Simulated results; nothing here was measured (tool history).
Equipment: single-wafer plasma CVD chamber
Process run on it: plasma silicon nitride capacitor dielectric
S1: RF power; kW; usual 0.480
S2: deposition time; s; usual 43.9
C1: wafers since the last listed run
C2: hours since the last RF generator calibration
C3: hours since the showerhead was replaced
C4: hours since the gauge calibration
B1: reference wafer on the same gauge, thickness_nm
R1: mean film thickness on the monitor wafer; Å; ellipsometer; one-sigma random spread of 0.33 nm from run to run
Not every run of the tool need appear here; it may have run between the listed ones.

run 1 hour=0.0 | S1=0.480 S2=43.9 | C1=0 C2=322.1 C3=5693.5 C4=88.4 | B1=54.876 | R1=670.49
run 2 hour=60.5 | S1=0.480 S2=43.9 | C1=1199 C2=382.6 C3=5754.0 C4=148.9 | B1=54.815 | R1=673.16
run 3 hour=108.3 | S1=0.480 S2=43.9 | C1=947 C2=430.4 C3=5801.8 C4=196.7 | B1=54.926 | R1=672.76
run 4 hour=133.0 | S1=0.480 S2=43.9 | C1=489 C2=455.1 C3=5826.5 C4=221.4 | B1=54.936 | R1=671.95
run 5 hour=199.8 | S1=0.480 S2=43.9 | C1=1324 C2=521.9 C3=5893.3 C4=288.2 | B1=54.901 | R1=670.61
run 6 hour=238.4 | S1=0.480 S2=43.9 | C1=765 C2=560.5 C3=5931.9 C4=326.8 | B1=54.876 | R1=668.17
run 7 hour=267.7 | S1=0.480 S2=43.9 | C1=581 C2=589.8 C3=5961.2 C4=356.1 | B1=54.838 | R1=670.85
run 8 hour=310.6 | S1=0.480 S2=43.9 | C1=850 C2=632.7 C3=6004.1 C4=399.0 | B1=55.001 | R1=671.65
run 9 hour=396.6 | S1=0.480 S2=43.9 | C1=1705 C2=718.7 C3=6090.1 C4=485.0 | B1=54.835 | R1=672.06
-- hour=465.0 showerhead replaced
run 10 hour=465.5 | S1=0.480 S2=43.9 | C1=1207 C2=787.6 C3=0.5 C4=553.9 | B1=54.945 | R1=676.31
run 11 hour=502.6 | S1=0.480 S2=43.9 | C1=735 C2=824.7 C3=37.6 C4=591.0 | B1=54.893 | R1=671.70
run 12 hour=535.8 | S1=0.480 S2=43.9 | C1=658 C2=857.9 C3=70.8 C4=624.2 | B1=54.793 | R1=667.82
run 13 hour=612.2 | S1=0.570 S2=41.3 | C1=1515 C2=934.3 C3=147.2 C4=700.6 | B1=54.820 | R1=657.68
run 14 hour=649.1 | S1=0.550 S2=38.8 | C1=731 C2=971.2 C3=184.1 C4=737.5 | B1=54.971 | R1=617.21
-- hour=663.6 gauge calibrated
-- hour=728.7 RF generator calibrated
run 15 hour=782.1 | S1=0.510 S2=50.3 | C1=2478 C2=53.4 C3=317.1 C4=118.5 | B1=54.848 | R1=779.22
run 16 hour=903.6 | S1=0.415 S2=43.9 | C1=2409 C2=174.9 C3=438.6 C4=240.0 | B1=54.926 | R1=646.85
run 17 hour=930.5 | S1=0.435 S2=43.9 | C1=533 C2=201.8 C3=465.5 C4=266.9 | B1=54.926 | R1=652.37
run 18 hour=957.0 | S1=0.565 S2=39.2 | C1=525 C2=228.3 C3=492.0 C4=293.4 | B1=54.916 | R1=628.13
run 19 hour=986.7 | S1=0.480 S2=43.9 | C1=588 C2=258.0 C3=521.7 C4=323.1 | B1=54.853 | R1=673.14
run 20 hour=1052.4 | S1=0.480 S2=43.9 | C1=1302 C2=323.7 C3=587.4 C4=388.8 | B1=54.816 | R1=676.31
run 21 hour=1080.5 | S1=0.455 S2=50.9 | C1=557 C2=351.8 C3=615.5 C4=416.9 | B1=54.923 | R1=762.85
run 22 hour=1127.5 | S1=0.425 S2=50.6 | C1=932 C2=398.8 C3=662.5 C4=463.9 | B1=54.842 | R1=752.40

What if the next run were any one of these 5? Each begins from the tool's condition after run 22:
run A hour=1127.9 | S1=0.540 S2=43.9 | C1=7 C2=399.2 C3=662.9 C4=464.3 | B1=? | R1=?
run B hour=1127.9 | S1=0.480 S2=47.4 | C1=7 C2=399.2 C3=662.9 C4=464.3 | B1=? | R1=?
run C hour=1127.9 | S1=0.525 S2=36.3 | C1=7 C2=399.2 C3=662.9 C4=464.3 | B1=? | R1=?
run D hour=1127.9 | S1=0.400 S2=39.9 | C1=7 C2=399.2 C3=662.9 C4=464.3 | B1=? | R1=?
run E hour=1127.9 | S1=0.420 S2=37.0 | C1=7 C2=399.2 C3=662.9 C4=464.3 | B1=? | R1=?

run=A B1=54.911 R1=690.00
run=B B1=54.911 R1=723.07
run=C B1=54.911 R1=566.45
run=D B1=54.911 R1=581.79
run=E B1=54.911 R1=545.99
The same runs, with their run-to-run variation unchanged, on a tool lacking any hidden condition would have given:
run=A R1=690.00
run=B R1=723.07
run=C R1=566.45
run=D R1=581.79
run=E R1=545.99

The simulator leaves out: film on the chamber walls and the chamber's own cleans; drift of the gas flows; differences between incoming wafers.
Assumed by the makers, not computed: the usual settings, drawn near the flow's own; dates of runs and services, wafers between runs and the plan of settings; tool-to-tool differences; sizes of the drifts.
